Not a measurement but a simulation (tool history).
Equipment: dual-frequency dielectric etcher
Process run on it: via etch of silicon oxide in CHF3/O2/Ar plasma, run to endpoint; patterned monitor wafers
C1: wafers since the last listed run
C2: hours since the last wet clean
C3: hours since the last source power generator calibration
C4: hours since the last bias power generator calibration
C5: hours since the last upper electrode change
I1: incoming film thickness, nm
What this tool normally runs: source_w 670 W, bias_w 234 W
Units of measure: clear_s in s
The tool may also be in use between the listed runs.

Run 1, hour 0: usual settings but source_w 750 W; C1 0; C2 0.5; C3 1581.1; C4 1049.6; C5 107; I1 396.2. Result: clear_s 154.5 s.
Run 2, hour 25: usual settings but source_w 760 W, bias_w 248 W; C1 119; C2 25.5; C3 1606.1; C4 1074.6; C5 132; I1 401.8. Result: clear_s 152.4 s.
Run 3, hour 80.6: usual settings but source_w 760 W, bias_w 248 W; C1 265; C2 81.1; C3 1661.7; C4 1130.2; C5 187.6; I1 396. Result: clear_s 154.7 s.
Run 4, hour 122.3: usual settings but source_w 760 W, bias_w 248 W; C1 199; C2 122.8; C3 1703.4; C4 1171.9; C5 229.3; I1 402.7. Result: clear_s 156.2 s.
Run 5, hour 206.1: usual settings; C1 400; C2 206.6; C3 1787.2; C4 1255.7; C5 313.1; I1 401.4. Result: clear_s 169.2 s.
Run 6, hour 282.7: usual settings but bias_w 202 W; C1 366; C2 283.2; C3 1863.8; C4 1332.3; C5 389.7; I1 399.1. Result: clear_s 180.2 s.
Run 7, hour 568.9: usual settings but bias_w 202 W; C1 1368; C2 569.4; C3 2150; C4 1618.5; C5 675.9; I1 398.3. Result: clear_s 180.5 s.
Run 8, hour 647.6: usual settings but bias_w 202 W; C1 376; C2 648.1; C3 2228.7; C4 1697.2; C5 754.6; I1 401.9. Result: clear_s 179.8 s.
Run 9, hour 746.4: usual settings but bias_w 269 W; C1 472; C2 746.9; C3 2327.5; C4 1796; C5 853.4; I1 396.3. Result: clear_s 158.4 s.
Run 10, hour 862.1: usual settings but bias_w 269 W; C1 553; C2 862.6; C3 2443.2; C4 1911.7; C5 969.1; I1 396.7. Result: clear_s 160.7 s.
At hour 915: wet clean of the chamber.
Run 11, hour 940: usual settings but bias_w 269 W; C1 257; C2 25; C3 2521.1; C4 1989.6; C5 1047; I1 399.3. Result: clear_s 160.9 s.
Run 12, hour 1021.8: usual settings but source_w 630 W, bias_w 274 W; C1 391; C2 106.8; C3 2602.9; C4 2071.4; C5 1128.8; I1 398.2. Result: clear_s 163.6 s.
Run 13, hour 1129.3: usual settings but source_w 620 W, bias_w 275 W; C1 514; C2 214.3; C3 2710.4; C4 2178.9; C5 1236.3; I1 397.8. Result: clear_s 166.2 s.
At hour 1141.3: bias power generator calibrated.
Run 14, hour 1197.3: usual settings; C1 306; C2 282.3; C3 2778.4; C4 56; C5 1304.3; I1 398.7. Result: clear_s 170.5 s.
Run 15, hour 1297.4: usual settings; C1 478; C2 382.4; C3 2878.5; C4 156.1; C5 1404.4; I1 398.3. Result: clear_s 169.9 s.
Run 16, hour 1538.5: usual settings but source_w 760 W, bias_w 250 W; C1 1153; C2 623.5; C3 3119.6; C4 397.2; C5 1645.5; I1 402.6. Result: clear_s 154 s.
Run 17, hour 1635.3: usual settings but source_w 620 W, bias_w 275 W; C1 463; C2 720.3; C3 3216.4; C4 494; C5 1742.3; I1 400.5. Result: clear_s 166.2 s.
At hour 1665: upper electrode replaced.
Run 18, hour 1718.1: usual settings but source_w 800 W, bias_w 257 W; C1 281; C2 803.1; C3 3299.2; C4 576.8; C5 53.1; I1 395.4. Result: clear_s 144 s.
At hour 1823.6: source power generator calibrated.
At hour 1833.7: wet clean of the chamber.
Run 19, hour 1834.2: usual settings but source_w 740 W; C1 488; C2 0.5; C3 10.6; C4 692.9; C5 169.2; I1 399.9. Result: clear_s 160.7 s.
Run 20, hour 1900: usual settings but source_w 540 W; C1 314; C2 66.3; C3 76.4; C4 758.7; C5 235; I1 401.4. Result: clear_s 195.3 s.
Run 21, hour 2002.9: usual settings; C1 492; C2 169.2; C3 179.3; C4 861.6; C5 337.9; I1 394.4. Result: clear_s 166.7 s.
Run 22, hour 2055.9: usual settings; C1 253; C2 222.2; C3 232.3; C4 914.6; C5 390.9; I1 396.9. Result: clear_s 168.2 s.
Run 23, hour 2116.7: usual settings but source_w 730 W; C1 290; C2 283; C3 293.1; C4 975.4; C5 451.7; I1 398.4. Result: clear_s 160.3 s.
Run 24, hour 2155.9: usual settings but source_w 740 W, bias_w 252 W; C1 187; C2 322.2; C3 332.3; C4 1014.6; C5 490.9; I1 397.1. Result: clear_s 154.4 s.
Run 25, hour 2258.2: usual settings but source_w 720 W, bias_w 259 W; C1 489; C2 424.5; C3 434.6; C4 1116.9; C5 593.2; I1 399.2. Result: clear_s 155 s.
Run 26, hour 2352.6: usual settings but source_w 760 W; C1 451; C2 518.9; C3 529; C4 1211.3; C5 687.6; I1 398.9. Result: clear_s 155.7 s.
Run 27, hour 2393.6: usual settings but source_w 540 W, bias_w 196 W; C1 196; C2 559.9; C3 570; C4 1252.3; C5 728.6; I1 393. Result: clear_s 203.8 s.
Run 28, hour 2494: usual settings; C1 480; C2 660.3; C3 670.4; C4 1352.7; C5 829; I1 400. Result: clear_s 167.3 s.
Run 29, hour 2535.4: usual settings but source_w 730 W, bias_w 257 W; C1 198; C2 701.7; C3 711.8; C4 1394.1; C5 870.4; I1 392.5. Result: clear_s 152.6 s.
Run 30, hour 2601.6: usual settings but source_w 760 W, bias_w 189 W; C1 316; C2 767.9; C3 778; C4 1460.3; C5 936.6; I1 401.1. Result: clear_s 169.6 s.
At hour 2652: wet clean of the chamber.
Run 31, hour 2652.5: usual settings but source_w 590 W, bias_w 254 W; C1 128; C2 0.5; C3 828.9; C4 1511.2; C5 987.5; I1 396.5. Result: clear_s 172.5 s.
Run 32, hour 2737.6: usual settings but source_w 590 W, bias_w 197 W; C1 407; C2 85.6; C3 914; C4 1596.3; C5 1072.6; I1 404.1. Result: clear_s 195.5 s.
Run 33, hour 2780.7: usual settings; C1 206; C2 128.7; C3 957.1; C4 1639.4; C5 1115.7; I1 398.8. Result: clear_s 169.5 s.
Run 34, hour 2854.3: usual settings but source_w 830 W, bias_w 249 W; C1 352; C2 202.3; C3 1030.7; C4 1713; C5 1189.3; I1 392.8. Result: clear_s 143.4 s.
At hour 2880.2: bias power generator calibrated.
Run 35, hour 2930.1: usual settings but source_w 830 W, bias_w 249 W; C1 343; C2 278.1; C3 1106.5; C4 49.9; C5 1265.1; I1 398.9. Result: clear_s 144.3 s.

What if the next run were any one of these 4? Each begins from the tool's condition after run 35:
Run A, hour 2930.6: usual settings but bias_w 184 W; C1 2; C2 278.6; C3 1107; C4 50.4; C5 1265.6; I1 397.3. Result: clear_s ?.
Run B, hour 2930.6: usual settings but source_w 530 W; C1 2; C2 278.6; C3 1107; C4 50.4; C5 1265.6; I1 397.3. Result: clear_s ?.
Run C, hour 2930.6: usual settings but source_w 810 W; C1 2; C2 278.6; C3 1107; C4 50.4; C5 1265.6; I1 397.3. Result: clear_s ?.
Run D, hour 2930.6: usual settings but bias_w 287 W; C1 2; C2 278.6; C3 1107; C4 50.4; C5 1265.6; I1 397.3. Result: clear_s ?.

run  clear_s
  A    186.7
  B    198.7
  C    152.9
  D    157.6
Without the tool's hidden state the same runs would have given:
run  clear_s
  A    186.7
  B    198.7
  C    152.9
  D    157.6

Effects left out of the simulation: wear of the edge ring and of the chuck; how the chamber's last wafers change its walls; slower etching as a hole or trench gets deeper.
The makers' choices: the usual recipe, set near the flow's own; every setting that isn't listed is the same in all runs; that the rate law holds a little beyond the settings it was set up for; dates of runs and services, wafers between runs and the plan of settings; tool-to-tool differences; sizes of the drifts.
